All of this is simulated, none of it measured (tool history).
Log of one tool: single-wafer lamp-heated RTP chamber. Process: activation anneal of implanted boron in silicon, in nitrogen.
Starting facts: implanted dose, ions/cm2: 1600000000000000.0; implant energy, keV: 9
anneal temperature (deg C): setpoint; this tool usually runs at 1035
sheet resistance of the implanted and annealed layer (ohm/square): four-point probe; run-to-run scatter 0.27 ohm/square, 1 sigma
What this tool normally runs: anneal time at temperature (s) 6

run	hour	anneal temperature (deg C)	anneal time at temperature (s)	read-back reference wafer on the same gauge, sheet resistance	sheet resistance of the implanted and annealed layer (ohm/square)
1	0.0	1053	6	102.98	96.07
2	9.4	1035	9	102.97	99.85
3	20.2	1035	9	103.03	99.23
4	29.2	1035	9	102.90	99.08
5	41.2	1049	6	102.96	97.20
6	56.2	1046	6	103.05	97.99
7	64.0	1035	6	103.10	101.42
8	79.6	1035	6	103.09	101.56
9	87.9	1035	6	102.91	101.39
10	102.9	1035	6	103.01	100.82
11	109.4	1035	6	103.02	101.10
12	122.1	1009	3	103.05	115.83
13	139.4	1009	6	103.04	110.96
14	152.1	1035	6	102.99	101.06
# hour 163.7: pyrometer window cleaned and pyrometer calibrated
15	169.3	1055	5	103.05	95.28
16	176.5	1049	9	102.98	93.89
17	190.9	1017	9	102.94	104.45
# hour 211.5: reflector plate cleaned
18	212.0	1007	10	103.08	110.78
19	220.3	1057	3	103.12	100.60
# hour 223.9: gauge calibrated
20	245.1	1024	10	103.08	103.79
21	258.9	1035	6	102.97	103.12
22	275.4	1035	6	102.98	102.98
23	291.0	1045	3	103.06	103.63
24	299.7	1027	3	102.97	110.43
25	313.7	1017	5	102.92	110.88
26	324.7	1035	3	102.99	107.26
27	342.4	1026	9	103.00	103.46
28	355.9	1023	6	103.11	106.92
29	363.4	1022	5	103.09	108.35
30	380.3	1057	8	103.11	93.36
31	387.1	1024	10	103.04	103.20
32	394.3	1022	4	103.05	109.80
33	403.0	1054	9	103.03	92.49
34	412.7	1035	9	103.05	99.14
35	419.5	1006	4	103.00	116.21
36	441.3	1049	4	102.97	99.75

Some steps in sheet resistance of the implanted and annealed layer (ohm/square), run to run, broken into two amounts with sign: the step expected even without the hidden condition (settings, incoming material, random variation), and the rest, left for the hidden condition together with whatever gauge scatter is not in both the measured and the hidden-condition-free result:
Hidden conditions of the tool in this case: true wafer temperature minus pyrometer reading, K; wafer temperature error from the tarnished reflector plate, K; gauge reads high (%).
Run 11 -> 12: anneal temperature (deg C) 1035 -> 1009, anneal time at temperature (s) 6 -> 3. sheet resistance of the implanted and annealed layer (ohm/square) +14.73: hidden state -1.24, all else +15.97.
Run 17 -> 18: anneal temperature (deg C) 1017 -> 1007, anneal time at temperature (s) 9 -> 10, reflector plate cleaned. sheet resistance of the implanted and annealed layer (ohm/square) +6.33: hidden state +3.08, all else +3.25.
Run 32 -> 33: anneal temperature (deg C) 1022 -> 1054, anneal time at temperature (s) 4 -> 9. sheet resistance of the implanted and annealed layer (ohm/square) -17.31: hidden state +0.31, all else -17.62.
Run 34 -> 35: anneal temperature (deg C) 1035 -> 1006, anneal time at temperature (s) 9 -> 4. sheet resistance of the implanted and annealed layer (ohm/square) +17.07: hidden state -0.97, all else +18.04.
Run 35 -> 36: anneal temperature (deg C) 1006 -> 1049. sheet resistance of the implanted and annealed layer (ohm/square) -16.46: hidden state +0.88, all else -17.34.

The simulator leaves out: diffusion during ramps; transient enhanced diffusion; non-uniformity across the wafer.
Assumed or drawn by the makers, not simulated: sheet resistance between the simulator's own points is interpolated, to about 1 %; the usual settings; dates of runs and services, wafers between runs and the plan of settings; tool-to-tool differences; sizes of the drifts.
